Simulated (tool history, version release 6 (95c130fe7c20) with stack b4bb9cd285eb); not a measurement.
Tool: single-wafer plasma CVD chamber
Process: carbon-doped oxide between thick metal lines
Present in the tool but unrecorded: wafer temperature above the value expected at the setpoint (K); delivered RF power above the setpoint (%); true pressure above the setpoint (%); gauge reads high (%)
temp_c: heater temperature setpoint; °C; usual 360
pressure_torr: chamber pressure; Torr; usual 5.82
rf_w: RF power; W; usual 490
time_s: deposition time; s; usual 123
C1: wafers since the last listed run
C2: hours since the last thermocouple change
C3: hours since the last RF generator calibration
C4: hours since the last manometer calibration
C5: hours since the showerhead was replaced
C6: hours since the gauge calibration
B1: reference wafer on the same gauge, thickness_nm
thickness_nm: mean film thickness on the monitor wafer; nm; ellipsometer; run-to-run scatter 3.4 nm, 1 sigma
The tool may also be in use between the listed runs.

{"run": 1, "hour": 0.0, "temp_c": 360, "pressure_torr": 5.82, "rf_w": 490, "time_s": 123, "C1": 0, "C2": 198.2, "C3": 515.2, "C4": 1015.1, "C5": 6896.0, "C6": 1630.7, "B1": 697.475, "thickness_nm": 581.024}
{"run": 2, "hour": 73.6, "temp_c": 360, "pressure_torr": 5.82, "rf_w": 490, "time_s": 123, "C1": 1291, "C2": 271.8, "C3": 588.8, "C4": 1088.7, "C5": 6969.6, "C6": 1704.3, "B1": 698.594, "thickness_nm": 575.242}
{"run": 3, "hour": 127.2, "temp_c": 360, "pressure_torr": 5.82, "rf_w": 490, "time_s": 123, "C1": 940, "C2": 325.4, "C3": 642.4, "C4": 1142.3, "C5": 7023.2, "C6": 1757.9, "B1": 696.296, "thickness_nm": 574.984}
{"run": 4, "hour": 195.0, "temp_c": 360, "pressure_torr": 5.82, "rf_w": 490, "time_s": 123, "C1": 1189, "C2": 393.2, "C3": 710.2, "C4": 1210.1, "C5": 7091.0, "C6": 1825.7, "B1": 696.464, "thickness_nm": 576.904}
{"run": 5, "hour": 249.1, "temp_c": 360, "pressure_torr": 5.82, "rf_w": 490, "time_s": 123, "C1": 949, "C2": 447.3, "C3": 764.3, "C4": 1264.2, "C5": 7145.1, "C6": 1879.8, "B1": 695.642, "thickness_nm": 580.509}
{"run": 6, "hour": 332.3, "temp_c": 360, "pressure_torr": 5.82, "rf_w": 490, "time_s": 123, "C1": 1459, "C2": 530.5, "C3": 847.5, "C4": 1347.4, "C5": 7228.3, "C6": 1963.0, "B1": 696.883, "thickness_nm": 575.393}
{"run": 7, "hour": 387.9, "temp_c": 360, "pressure_torr": 5.82, "rf_w": 490, "time_s": 123, "C1": 975, "C2": 586.1, "C3": 903.1, "C4": 1403.0, "C5": 7283.9, "C6": 2018.6, "B1": 695.202, "thickness_nm": 577.494}
{"run": 8, "hour": 469.8, "temp_c": 360, "pressure_torr": 5.82, "rf_w": 490, "time_s": 123, "C1": 1436, "C2": 668.0, "C3": 985.0, "C4": 1484.9, "C5": 7365.8, "C6": 2100.5, "B1": 693.805, "thickness_nm": 582.277}
{"run": 9, "hour": 562.7, "temp_c": 360, "pressure_torr": 5.82, "rf_w": 490, "time_s": 123, "C1": 1629, "C2": 760.9, "C3": 1077.9, "C4": 1577.8, "C5": 7458.7, "C6": 2193.4, "B1": 689.6, "thickness_nm": 580.725}
{"run": 10, "hour": 650.4, "temp_c": 360, "pressure_torr": 5.82, "rf_w": 490, "time_s": 112, "C1": 1538, "C2": 848.6, "C3": 1165.6, "C4": 1665.5, "C5": 7546.4, "C6": 2281.1, "B1": 691.348, "thickness_nm": 531.157}
{"hour": 654.7, "done": "gauge calibrated"}
{"run": 11, "hour": 694.7, "temp_c": 360, "pressure_torr": 5.82, "rf_w": 490, "time_s": 112, "C1": 777, "C2": 892.9, "C3": 1209.9, "C4": 1709.8, "C5": 7590.7, "C6": 40.0, "B1": 716.495, "thickness_nm": 542.156}
{"hour": 705.5, "done": "capacitance manometer re-zeroed and calibrated"}
{"hour": 707.9, "done": "showerhead replaced"}
{"run": 12, "hour": 788.5, "temp_c": 360, "pressure_torr": 5.82, "rf_w": 490, "time_s": 112, "C1": 1464, "C2": 986.7, "C3": 1303.7, "C4": 83.0, "C5": 80.6, "C6": 133.8, "B1": 715.251, "thickness_nm": 539.289}
{"run": 13, "hour": 871.1, "temp_c": 360, "pressure_torr": 7.06, "rf_w": 490, "time_s": 123, "C1": 1449, "C2": 1069.3, "C3": 1386.3, "C4": 165.6, "C5": 163.2, "C6": 216.4, "B1": 712.79, "thickness_nm": 604.847}
{"run": 14, "hour": 927.4, "temp_c": 347, "pressure_torr": 4.83, "rf_w": 545, "time_s": 104, "C1": 987, "C2": 1125.6, "C3": 1442.6, "C4": 221.9, "C5": 219.5, "C6": 272.7, "B1": 712.897, "thickness_nm": 547.302}
{"run": 15, "hour": 1034.5, "temp_c": 360, "pressure_torr": 7.24, "rf_w": 490, "time_s": 123, "C1": 1879, "C2": 1232.7, "C3": 1549.7, "C4": 329.0, "C5": 326.6, "C6": 379.8, "B1": 710.201, "thickness_nm": 614.287}
{"run": 16, "hour": 1132.4, "temp_c": 360, "pressure_torr": 5.82, "rf_w": 490, "time_s": 112, "C1": 1717, "C2": 1330.6, "C3": 1647.6, "C4": 426.9, "C5": 424.5, "C6": 477.7, "B1": 708.318, "thickness_nm": 541.093}
{"hour": 1199.2, "done": "RF generator calibrated"}
{"run": 17, "hour": 1234.2, "temp_c": 368, "pressure_torr": 7.15, "rf_w": 420, "time_s": 106, "C1": 1645, "C2": 1432.4, "C3": 35.0, "C4": 528.7, "C5": 526.3, "C6": 579.5, "B1": 708.349, "thickness_nm": 445.597}
{"hour": 1429.7, "done": "thermocouple changed; heater temperature recalibrated"}
{"run": 18, "hour": 1437.0, "temp_c": 367, "pressure_torr": 6.4, "rf_w": 520, "time_s": 123, "C1": 3417, "C2": 7.3, "C3": 237.8, "C4": 731.5, "C5": 729.1, "C6": 782.3, "B1": 706.188, "thickness_nm": 611.043}
{"run": 19, "hour": 1473.1, "temp_c": 360, "pressure_torr": 5.82, "rf_w": 490, "time_s": 123, "C1": 633, "C2": 43.4, "C3": 273.9, "C4": 767.6, "C5": 765.2, "C6": 818.4, "B1": 703.784, "thickness_nm": 587.231}
{"run": 20, "hour": 1522.4, "temp_c": 371, "pressure_torr": 7.27, "rf_w": 490, "time_s": 123, "C1": 864, "C2": 92.7, "C3": 323.2, "C4": 816.9, "C5": 814.5, "C6": 867.7, "B1": 704.135, "thickness_nm": 590.629}
{"run": 21, "hour": 1585.6, "temp_c": 352, "pressure_torr": 5.82, "rf_w": 490, "time_s": 135, "C1": 1108, "C2": 155.9, "C3": 386.4, "C4": 880.1, "C5": 877.7, "C6": 930.9, "B1": 704.645, "thickness_nm": 660.766}
{"run": 22, "hour": 1677.0, "temp_c": 368, "pressure_torr": 7.15, "rf_w": 420, "time_s": 106, "C1": 1603, "C2": 247.3, "C3": 477.8, "C4": 971.5, "C5": 969.1, "C6": 1022.3, "B1": 702.355, "thickness_nm": 443.11}
{"run": 23, "hour": 1751.5, "temp_c": 360, "pressure_torr": 7.12, "rf_w": 445, "time_s": 107, "C1": 1307, "C2": 321.8, "C3": 552.3, "C4": 1046.0, "C5": 1043.6, "C6": 1096.8, "B1": 701.314, "thickness_nm": 481.706}
{"run": 24, "hour": 1826.8, "temp_c": 360, "pressure_torr": 5.82, "rf_w": 560, "time_s": 123, "C1": 1321, "C2": 397.1, "C3": 627.6, "C4": 1121.3, "C5": 1118.9, "C6": 1172.1, "B1": 701.361, "thickness_nm": 643.45}
{"run": 25, "hour": 1914.1, "temp_c": 360, "pressure_torr": 6.93, "rf_w": 515, "time_s": 146, "C1": 1531, "C2": 484.4, "C3": 714.9, "C4": 1208.6, "C5": 1206.2, "C6": 1259.4, "B1": 700.523, "thickness_nm": 732.995}

Here are 5 independent what-if runs from the current tool condition. What would each one return?
{"run": "A", "hour": 1914.5, "temp_c": 360, "pressure_torr": 5.82, "rf_w": 490, "time_s": 130, "C1": 7, "C2": 484.8, "C3": 715.3, "C4": 1209.0, "C5": 1206.6, "C6": 1259.8, "B1": "?", "thickness_nm": "?"}
{"run": "B", "hour": 1914.5, "temp_c": 364, "pressure_torr": 5.82, "rf_w": 445, "time_s": 123, "C1": 7, "C2": 484.8, "C3": 715.3, "C4": 1209.0, "C5": 1206.6, "C6": 1259.8, "B1": "?", "thickness_nm": "?"}
{"run": "C", "hour": 1914.5, "temp_c": 369, "pressure_torr": 7.26, "rf_w": 455, "time_s": 123, "C1": 7, "C2": 484.8, "C3": 715.3, "C4": 1209.0, "C5": 1206.6, "C6": 1259.8, "B1": "?", "thickness_nm": "?"}
{"run": "D", "hour": 1914.5, "temp_c": 360, "pressure_torr": 5.82, "rf_w": 490, "time_s": 115, "C1": 7, "C2": 484.8, "C3": 715.3, "C4": 1209.0, "C5": 1206.6, "C6": 1259.8, "B1": "?", "thickness_nm": "?"}
{"run": "E", "hour": 1914.5, "temp_c": 364, "pressure_torr": 5.82, "rf_w": 395, "time_s": 123, "C1": 7, "C2": 484.8, "C3": 715.3, "C4": 1209.0, "C5": 1206.6, "C6": 1259.8, "B1": "?", "thickness_nm": "?"}

run=A B1=699.924 thickness_nm=616.775
run=B B1=699.924 thickness_nm=534.089
run=C B1=699.924 thickness_nm=551.224
run=D B1=699.924 thickness_nm=545.904
run=E B1=699.924 thickness_nm=478.237
With no hidden state in the tool, these same runs would have given:
run=A thickness_nm=629.987
run=B thickness_nm=545.530
run=C thickness_nm=563.032
run=D thickness_nm=557.598
run=E thickness_nm=488.481

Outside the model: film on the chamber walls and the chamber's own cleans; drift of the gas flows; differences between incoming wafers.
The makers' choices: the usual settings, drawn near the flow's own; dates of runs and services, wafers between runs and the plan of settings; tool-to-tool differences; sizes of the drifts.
